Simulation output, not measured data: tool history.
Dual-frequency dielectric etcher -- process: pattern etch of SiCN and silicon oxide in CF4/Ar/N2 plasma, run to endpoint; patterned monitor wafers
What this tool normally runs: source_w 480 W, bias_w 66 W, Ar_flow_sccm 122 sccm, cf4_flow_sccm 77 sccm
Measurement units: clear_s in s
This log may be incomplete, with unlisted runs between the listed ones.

run    hour  source_w  bias_w  Ar_flow_sccm  cf4_flow_sccm  wafers since the last listed run  hours since the last wet clean  hours since the last source power generator calibration  hours since the last bias power generator calibration  hours since the last Ar flow controller change  hours since the last CF4 flow controller change  hours since the last upper electrode change  incoming incoming film thickness, nm  clear_s
  1       0       480      66           122             77                                 0                           122.7                                                    977.6                                                 3006.7                                          3856.5                                            880.2                                       2155.8                                 17.27     18.8
  2    67.1       480      66           122             77                               891                           189.8                                                   1044.7                                                 3073.8                                          3923.6                                            947.3                                       2222.9                                 17.25       19
  3   124.6       480      66           122             77                               764                           247.3                                                   1102.2                                                 3131.3                                          3981.1                                           1004.8                                       2280.4                                 17.05     18.8
        381  -- wet clean of the chamber
  4   381.5       480      66           122             77                              3095                             0.5                                                   1359.1                                                 3388.2                                            4238                                           1261.7                                       2537.3                                 17.11     18.4
  5   459.3       480      66           122             77                              1034                            78.3                                                   1436.9                                                   3466                                          4315.8                                           1339.5                                       2615.1                                 17.11     18.6
      528.5  -- CF4 flow controller replaced
  6   544.5       480      66           122             77                              1052                           163.5                                                   1522.1                                                 3551.2                                            4401                                               16                                       2700.3                                 17.31     19.1
      582.8  -- source power generator calibrated
  7     589       480      66           122             77                               538                             208                                                      6.2                                                 3595.7                                          4445.5                                             60.5                                       2744.8                                 17.27       19
  8   630.3       480      66           122             77                               548                           249.3                                                     47.5                                                   3637                                          4486.8                                            101.8                                       2786.1                                 17.04     18.9
      690.1  -- upper electrode replaced
  9   690.6       480      66           122             77                               482                           309.6                                                    107.8                                                 3697.3                                          4547.1                                            162.1                                          0.5                                  17.1     19.2
      756.9  -- wet clean of the chamber
 10   757.4       480      66           139             77                               568                             0.5                                                    174.6                                                 3764.1                                          4613.9                                            228.9                                         67.3                                 17.22     19.1
      851.2  -- Ar flow controller replaced
 11   851.7       370      82            92             64                              1173                            94.8                                                    268.9                                                 3858.4                                             0.5                                            323.2                                        161.6                                 17.21     22.6
 12   913.1       380      66           122             77                               816                           156.2                                                    330.3                                                 3919.8                                            61.9                                            384.6                                          223                                 17.33     25.1
 13   969.3       480      66           122             77                               747                           212.4                                                    386.5                                                   3976                                           118.1                                            440.8                                        279.2                                 17.28     19.2
     1184.5  -- wet clean of the chamber
     1211.5  -- bias power generator calibrated
 14  1236.3       480      66           122             77                              3176                            51.8                                                    653.5                                                   24.8                                           385.1                                            707.8                                        546.2                                 17.13     18.3
 15    1336       570      66           122             77                              1325                           151.5                                                    753.2                                                  124.5                                           484.8                                            807.5                                        645.9                                 17.11     15.3
 16  1400.2       480      66           109             77                               853                           215.7                                                    817.4                                                  188.7                                             549                                            871.7                                        710.1                                 17.27     18.8
 17  1477.8       480      66           122             77                              1031                           293.3                                                      895                                                  266.3                                           626.6                                            949.3                                        787.7                                 17.31     19.3
 18  1543.5       480      66           140             69                               873                             359                                                    960.7                                                    332                                           692.3                                             1015                                        853.4                                 17.19     19.9
     1599.9  -- wet clean of the chamber
 19  1650.5       480      66           122             77                              1103                            50.6                                                   1067.7                                                    439                                           799.3                                             1122                                        960.4                                 17.33     18.7
 20    1724       480      53           122             77                               976                           124.1                                                   1141.2                                                  512.5                                           872.8                                           1195.5                                       1033.9                                    17     20.9

Subtracting, for every run, the result it would have given without the tool's unlogged condition from the measured result gives the following. The same run-to-run variation enters both numbers; the gauge's scatter may not:
What the log doesn't record here: etch rate over this chamber's usual, %; source power that arrives over what is set, %; bias power that arrives over what is set, %; Ar flow that arrives over what is set, %; CF4 flow that arrives over what is set, %.
run  clear_s
  1     +0.3
  2     +0.5
  3     +0.5
  4       +0
  5     +0.1
  6     +0.3
  7     +0.5
  8     +0.6
  9     +0.7
 10     +0.1
 11     +0.3
 12     +0.5
 13     +0.6
 14       +0
 15     +0.2
 16     +0.4
 17     +0.5
 18     +0.7
 19     +0.1
 20     +0.2
